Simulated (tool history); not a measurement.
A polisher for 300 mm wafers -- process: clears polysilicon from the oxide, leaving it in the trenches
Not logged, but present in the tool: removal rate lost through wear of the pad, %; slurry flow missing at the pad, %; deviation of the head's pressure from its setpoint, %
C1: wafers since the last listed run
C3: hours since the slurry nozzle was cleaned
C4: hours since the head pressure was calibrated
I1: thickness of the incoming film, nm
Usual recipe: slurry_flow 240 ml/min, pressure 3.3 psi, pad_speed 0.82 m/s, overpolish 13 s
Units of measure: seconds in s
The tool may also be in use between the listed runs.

Run 1, day 0.000: usual settings but slurry_flow 190 ml/min, pad_speed 0.76 m/s; C1 0; wafers polished on this pad 1559; C3 242.1; C4 524.1; I1 517.8. Result: seconds 42.6 s.
At day 2.021: head pressure recalibrated.
Run 2, day 2.042: usual settings but slurry_flow 190 ml/min, pad_speed 0.76 m/s; C1 329; wafers polished on this pad 1889; C3 291.1; C4 0.5; I1 520.8. Result: seconds 43.8 s.
Run 3, day 3.950: usual settings but slurry_flow 300 ml/min, pad_speed 0.68 m/s; C1 321; wafers polished on this pad 2211; C3 336.9; C4 46.3; I1 515.0. Result: seconds 44.0 s.
At day 4.633: worn pad replaced by a new one.
Run 4, day 6.250: usual settings but slurry_flow 300 ml/min, pad_speed 0.68 m/s; C1 359; wafers polished on this pad 272; C3 392.1; C4 101.5; I1 518.2. Result: seconds 44.6 s.
At day 7.067: slurry nozzle cleaned.
Run 5, day 8.033: usual settings but pad_speed 0.92 m/s; C1 293; wafers polished on this pad 565; C3 23.2; C4 144.3; I1 514.4. Result: seconds 34.1 s.
Run 6, day 9.625: usual settings; C1 268; wafers polished on this pad 833; C3 61.4; C4 182.5; I1 518.8. Result: seconds 38.2 s.
Run 7, day 11.175: usual settings; C1 261; wafers polished on this pad 1094; C3 98.6; C4 219.7; I1 517.8. Result: seconds 38.3 s.
Run 8, day 12.408: usual settings; C1 207; wafers polished on this pad 1302; C3 128.2; C4 249.3; I1 529.2. Result: seconds 39.5 s.
Run 9, day 15.088: usual settings; C1 451; wafers polished on this pad 1753; C3 192.5; C4 313.6; I1 529.7. Result: seconds 41.1 s.
Run 10, day 20.550: usual settings; C1 920; wafers polished on this pad 2674; C3 323.6; C4 444.7; I1 510.6. Result: seconds 38.1 s.
At day 21.783: worn pad replaced by a new one.
At day 22.150: slurry nozzle cleaned.
At day 26.529: head pressure recalibrated.
Run 11, day 28.229: usual settings; C1 1244; wafers polished on this pad 1064; C3 145.9; C4 40.8; I1 513.9. Result: seconds 37.6 s.
Run 12, day 30.817: usual settings; C1 435; wafers polished on this pad 1500; C3 208.0; C4 102.9; I1 522.4. Result: seconds 40.4 s.
Run 13, day 34.800: usual settings but overpolish 11 s; C1 671; wafers polished on this pad 2171; C3 303.6; C4 198.5; I1 518.6. Result: seconds 39.9 s.
Run 14, day 36.446: usual settings but overpolish 11 s; C1 277; wafers polished on this pad 2449; C3 343.1; C4 238.0; I1 521.3. Result: seconds 39.6 s.
At day 38.950: worn pad replaced by a new one.
Run 15, day 39.188: usual settings; C1 433; wafers polished on this pad 39; C3 408.9; C4 303.8; I1 515.4. Result: seconds 38.9 s.
At day 39.883: slurry nozzle cleaned.
Run 16, day 41.238: usual settings but slurry_flow 270 ml/min, pressure 4.1 psi, pad_speed 1.00 m/s, overpolish 9 s; C1 338; wafers polished on this pad 378; C3 32.5; C4 353.0; I1 518.3. Result: seconds 26.6 s.
Run 17, day 42.854: usual settings but slurry_flow 310 ml/min, pressure 2.8 psi, pad_speed 1.00 m/s, overpolish 10 s; C1 272; wafers polished on this pad 650; C3 71.3; C4 391.8; I1 513.6. Result: seconds 38.0 s.
Run 18, day 45.442: usual settings but pad_speed 0.98 m/s, overpolish 17 s; C1 435; wafers polished on this pad 1086; C3 133.4; C4 453.9; I1 509.8. Result: seconds 33.4 s.
Run 19, day 48.358: usual settings; C1 491; wafers polished on this pad 1577; C3 203.4; C4 523.9; I1 521.2. Result: seconds 38.9 s.
Run 20, day 50.783: usual settings but slurry_flow 310 ml/min, pressure 2.8 psi, pad_speed 1.00 m/s, overpolish 10 s; C1 408; wafers polished on this pad 1986; C3 261.6; C4 582.1; I1 523.8. Result: seconds 40.2 s.
At day 51.033: head pressure recalibrated.
Run 21, day 53.762: usual settings but pressure 2.8 psi, pad_speed 0.90 m/s; C1 487; wafers polished on this pad 2474; C3 333.1; C4 65.5; I1 516.1. Result: seconds 42.9 s.
Run 22, day 56.042: usual settings but overpolish 19 s; C1 383; wafers polished on this pad 2858; C3 387.8; C4 120.2; I1 526.9. Result: seconds 39.6 s.
At day 56.508: worn pad replaced by a new one.
Run 23, day 58.612: usual settings but slurry_flow 215 ml/min, pressure 4.3 psi, overpolish 17 s; C1 405; wafers polished on this pad 354; C3 449.5; C4 181.9; I1 523.3. Result: seconds 31.6 s.
At day 58.746: slurry nozzle cleaned.
Run 24, day 61.500: usual settings but pressure 2.2 psi, overpolish 21 s; C1 479; wafers polished on this pad 833; C3 66.1; C4 251.2; I1 512.5. Result: seconds 56.5 s.
Run 25, day 68.488: usual settings; C1 1177; wafers polished on this pad 2010; C3 233.8; C4 418.9; I1 526.8. Result: seconds 41.0 s.
Run 26, day 71.042: usual settings but pressure 3.7 psi, pad_speed 0.66 m/s; C1 430; wafers polished on this pad 2441; C3 295.1; C4 480.2; I1 527.1. Result: seconds 42.3 s.
At day 72.588: worn pad replaced by a new one.
Run 27, day 73.242: usual settings but pressure 4.1 psi, pad_speed 1.04 m/s, overpolish 19 s; C1 342; wafers polished on this pad 110; C3 347.9; C4 533.0; I1 521.5. Result: seconds 27.1 s.
At day 73.800: head pressure recalibrated.
Run 28, day 74.725: usual settings but slurry_flow 315 ml/min, pressure 2.6 psi, pad_speed 0.64 m/s, overpolish 5 s; C1 235; wafers polished on this pad 346; C3 383.5; C4 22.2; I1 518.5. Result: seconds 56.5 s.
Run 29, day 76.346: usual settings but overpolish 19 s; C1 273; wafers polished on this pad 619; C3 422.4; C4 61.1; I1 520.3. Result: seconds 40.0 s.

Results for each run, recomputed without the tool's hidden state and with each run's random variation untouched:
run  seconds
  1     39.8
  2     40.8
  3     41.7
  4     42.2
  5     33.8
  6     37.6
  7     37.4
  8     38.3
  9     39.6
 10     36.3
 11     36.4
 12     38.7
 13     37.9
 14     37.6
 15     36.9
 16     26.2
 17     37.3
 18     32.3
 19     37.2
 20     38.5
 21     40.6
 22     37.4
 23     29.6
 24     55.2
 25     39.0
 26     40.0
 27     25.6
 28     53.8
 29     37.6

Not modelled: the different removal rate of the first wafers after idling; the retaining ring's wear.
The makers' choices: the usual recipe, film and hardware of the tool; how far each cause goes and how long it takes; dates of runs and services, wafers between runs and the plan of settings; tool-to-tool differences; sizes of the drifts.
